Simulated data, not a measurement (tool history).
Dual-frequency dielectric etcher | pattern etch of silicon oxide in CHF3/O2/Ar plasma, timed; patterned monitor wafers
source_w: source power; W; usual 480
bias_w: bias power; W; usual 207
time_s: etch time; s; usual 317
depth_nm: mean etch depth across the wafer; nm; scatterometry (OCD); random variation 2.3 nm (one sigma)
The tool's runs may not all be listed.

run	day	source_w	bias_w	time_s	wafers since the last listed run	hours since the last wet clean	hours since the last source power generator calibration	hours since the last bias power generator calibration	hours since the last upper electrode change	hours since the gauge calibration	read-back reference wafer on the same gauge, depth_nm	depth_nm
1	0	480	207	317	0	124.2	2357.4	921.9	3506.5	1415.9	606.8	636.2
2	4.004	530	207	317	388	220.3	2453.5	1018	3602.6	1512	606.1	664.1
3	6.354	530	207	317	228	276.7	2509.9	1074.4	3659	1568.4	606.4	667.7
4	10.188	530	207	317	372	368.7	2601.9	1166.4	3751	1660.4	605.8	667.4
# day 12.6: wet clean of the chamber
5	13.333	520	207	317	208	17.6	2677.4	1241.9	3826.5	1735.9	606.2	686.6
6	15.046	520	207	317	166	58.7	2718.5	1283	3867.6	1777	607.1	688.8
# day 18.633: gauge calibrated
# day 19.479: upper electrode replaced
7	20.646	480	207	267.5	446	193.1	2852.9	1417.4	28	48.3	606.9	567.5
8	22.225	480	207	317	153	231	2890.8	1455.3	65.9	86.2	606.7	673.7
# day 24.788: wet clean of the chamber, repeated, since the last time left the tool worse
9	25.442	480	173	317	215	15.7	2968	1532.5	143.1	163.4	606.6	604.5
10	27.029	480	207	317	154	53.8	3006.1	1570.6	181.2	201.5	607.5	640.8
# day 27.662: source power generator calibrated
11	31.496	480	207	317	417	161	92	1677.8	288.4	308.7	607.3	639.4
12	33.5	480	207	317	194	209.1	140.1	1725.9	336.5	356.8	607.6	644.7
13	36.775	590	250	317	318	287.7	218.7	1804.5	415.1	435.4	607.9	729.8
14	38.971	480	207	317	213	340.4	271.4	1857.2	467.8	488.1	606.9	647.8
# day 41.542: wet clean of the chamber
15	41.562	480	207	317	154	0.5	333.6	1919.4	530	550.3	607	632.4
16	44.183	370	235	234.5	254	63.4	396.5	1982.3	592.9	613.2	607.7	440.2
17	45.921	480	207	317	168	105.1	438.2	2024	634.6	654.9	607.4	634.1

The next listed run, before its measurement:
# day 47.879: bias power generator calibrated
18	48.638	420	207	347.5	247	170.3	503.4	18.2	699.8	720.1	?	?

Run 18 gave read-back reference wafer on the same gauge, depth_nm 606.5, depth_nm 664 nm.
Without the tool's hidden state the same run would have given depth_nm 658.6 nm.
